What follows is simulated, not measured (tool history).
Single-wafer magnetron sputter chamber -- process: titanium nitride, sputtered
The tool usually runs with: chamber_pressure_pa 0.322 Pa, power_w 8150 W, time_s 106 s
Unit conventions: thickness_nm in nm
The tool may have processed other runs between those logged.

| run | day | chamber_pressure_pa | power_w | time_s | read-back reference wafer on the same gauge, thickness_nm | thickness_nm |
|---|---|---|---|---|---|---|
| 1 | 0.000 | 0.322 | 8150 | 106 | 198.885 | 162.176 |
| 2 | 0.483 | 0.322 | 8150 | 106 | 198.987 | 161.237 |
| 3 | 0.867 | 0.322 | 8150 | 106 | 199.081 | 161.546 |
| 4 | 1.471 | 0.322 | 8150 | 95 | 198.907 | 142.305 |
| 5 | 1.762 | 0.322 | 8150 | 95 | 199.061 | 142.889 |
| 6 | 2.267 | 0.322 | 8150 | 95 | 198.838 | 143.473 |
| 7 | 2.892 | 0.322 | 7750 | 119 | 199.129 | 171.584 |
| 8 | 3.400 | 0.322 | 7750 | 119 | 198.872 | 172.000 |
| 9 | 4.108 | 0.322 | 8150 | 106 | 199.137 | 156.691 |
| 10 | 4.562 | 0.322 | 8150 | 106 | 199.114 | 156.685 |
| 11 | 5.092 | 0.282 | 9700 | 120 | 199.106 | 206.791 |
| 12 | 5.388 | 0.322 | 8150 | 106 | 199.064 | 155.560 |
| 13 | 5.675 | 0.434 | 9800 | 90 | 199.136 | 148.787 |
| 14 | 6.050 | 0.194 | 8150 | 106 | 199.332 | 163.628 |
| 15 | 6.583 | 0.410 | 9150 | 114 | 199.095 | 178.082 |
|  | 6.833 | gauge calibrated |
|  | 7.042 | sputter target and shields replaced |
|  | 7.046 | magnet pack replaced |
| 16 | 7.062 | 0.409 | 9450 | 106 | 199.124 | 182.361 |
|  | 7.400 | capacitance manometer re-zeroed and calibrated |
| 17 | 7.592 | 0.229 | 6650 | 106 | 199.071 | 148.328 |
| 18 | 8.283 | 0.322 | 9650 | 88 | 199.312 | 159.347 |
| 19 | 8.758 | 0.322 | 8150 | 120 | 199.258 | 188.846 |
| 20 | 9.333 | 0.322 | 8150 | 106 | 198.737 | 167.049 |

5 ways to go on from here, each from the tool as it stands after run 20. What would each give?
| A | 9.350 | 0.444 | 8150 | 106 | ? | ? |
| B | 9.350 | 0.429 | 6200 | 88 | ? | ? |
| C | 9.350 | 0.445 | 8150 | 106 | ? | ? |
| D | 9.350 | 0.280 | 6350 | 106 | ? | ? |
| E | 9.350 | 0.426 | 8150 | 106 | ? | ? |

| run | read-back reference wafer on the same gauge, thickness_nm | thickness_nm |
|---|---|---|
| A | 199.262 | 160.838 |
| B | 199.262 | 109.062 |
| C | 199.262 | 160.785 |
| D | 199.262 | 140.498 |
| E | 199.262 | 161.795 |
What these runs would have given with no unlogged condition in the tool:
| run | thickness_nm |
|---|---|
| A | 161.024 |
| B | 109.188 |
| C | 160.971 |
| D | 140.661 |
| E | 161.982 |

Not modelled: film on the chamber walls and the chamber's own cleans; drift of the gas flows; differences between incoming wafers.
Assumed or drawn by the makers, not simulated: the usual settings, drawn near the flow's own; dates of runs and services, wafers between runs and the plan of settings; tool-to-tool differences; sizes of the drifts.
